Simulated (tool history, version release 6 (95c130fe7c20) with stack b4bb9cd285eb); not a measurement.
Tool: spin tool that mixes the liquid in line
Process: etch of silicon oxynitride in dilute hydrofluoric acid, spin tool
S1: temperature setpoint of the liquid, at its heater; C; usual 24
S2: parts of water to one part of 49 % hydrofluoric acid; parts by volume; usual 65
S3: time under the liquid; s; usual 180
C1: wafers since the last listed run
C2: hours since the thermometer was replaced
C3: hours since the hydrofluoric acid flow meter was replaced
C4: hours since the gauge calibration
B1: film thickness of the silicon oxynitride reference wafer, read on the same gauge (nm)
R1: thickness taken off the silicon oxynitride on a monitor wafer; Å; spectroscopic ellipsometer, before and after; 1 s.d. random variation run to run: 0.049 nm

run    hour    S1  S2   S3    C1      C2      C3      C4     B1     R1
  1       0    24  65  180     0    1769   821.8   356.5  39.97   82.9
  2    74.6    24  65  180   443  1843.6   896.4   431.1  40.04   82.7
  3   137.4    24  65  180   373  1906.4   959.2   493.9  39.98   82.8
  4   204.9    24  65  265   401  1973.9  1026.7   561.4  39.95  121.7
  5   247.1    24  65  265   250  2016.1  1068.9   603.6     40  121.5
  6   313.6    24  65  265   395  2082.6  1135.4   670.1  39.98  120.8
  7   392.8  21.5  65  180   470  2161.8  1214.6   749.3  39.99   73.3
  8   473.9  21.5  65  180   481  2242.9  1295.7   830.4     40   73.1
  9   551.1  21.5  65  180   458  2320.1  1372.9   907.6  40.02   72.9
 10     618    24  50  180   397    2387  1439.8   974.5  39.99  107.6
 11   676.3    24  50  180   346  2445.3  1498.1  1032.8  39.95  109.2
 12   774.3    24  65  180   582  2543.3  1596.1  1130.8  40.02   82.4
 13   825.8  27.5  65  180   305  2594.8  1647.6  1182.3     40   97.4
 14   917.8  27.5  65  180   546  2686.8  1739.6  1274.3  40.01   96.8
     1113.6  -- hydrofluoric acid flow meter replaced
     1128.4  -- thermometer replaced
 15  1132.4    24  65  180  1263       4    18.8  1488.9  40.03   80.6
 16  1265.4    24  40  180   790     137   151.8  1621.9     40    135
 17  1321.9    26  65  245   335   193.5   208.3  1678.4  39.98  120.9
     1338.2  -- gauge calibrated
 18  1379.1    24  95  180   339   250.7   265.5    40.9  40.03   53.6
 19  1443.4  20.5  65  180   381     315   329.8   105.2  39.99   68.9
 20  1498.5    27  50  135   327   370.1   384.9   160.3  39.96   92.5
 21  1606.4  22.5  45   95   641     478   492.8   268.2  40.03     58
 22  1696.3  20.5  55  220   534   567.9   582.7   358.1     40  100.1
 23  1788.3    24  65  180   546   659.9   674.7   450.1     40   81.1
 24  1899.2    24  65  255   658   770.8   785.6     561  40.03  112.5
 25  1949.3    24  65  225   297   820.9   835.7   611.1  40.01  100.5
 26  2021.4    24  65  180   428     893   907.8   683.2  40.03   80.1
 27  2068.9  20.5  65  280   282   940.5   955.3   730.7  40.01  106.1
 28  2173.6    26  65  270   622  1045.2    1060   835.4  39.97  132.5

Below are 4 alternative next runs, each starting from the tool's condition after run 28. Predict each:
  A  2174.1    22  65  180   2  1045.7  1060.5  835.9   ?   ?
  B  2174.1    26  65  180   2  1045.7  1060.5  835.9   ?   ?
  C  2174.1    20  65  180   2  1045.7  1060.5  835.9   ?   ?
  D  2174.1  28.5  45  230   2  1045.7  1060.5  835.9   ?   ?

run     B1     R1
  A  39.98   73.6
  B  39.98   89.2
  C  39.98   66.7
  D  39.98  188.9
With the hidden condition removed and each run's random variation left untouched, the same runs would have given:
run     R1
  A   74.4
  B   90.2
  C   67.4
  D  191.1

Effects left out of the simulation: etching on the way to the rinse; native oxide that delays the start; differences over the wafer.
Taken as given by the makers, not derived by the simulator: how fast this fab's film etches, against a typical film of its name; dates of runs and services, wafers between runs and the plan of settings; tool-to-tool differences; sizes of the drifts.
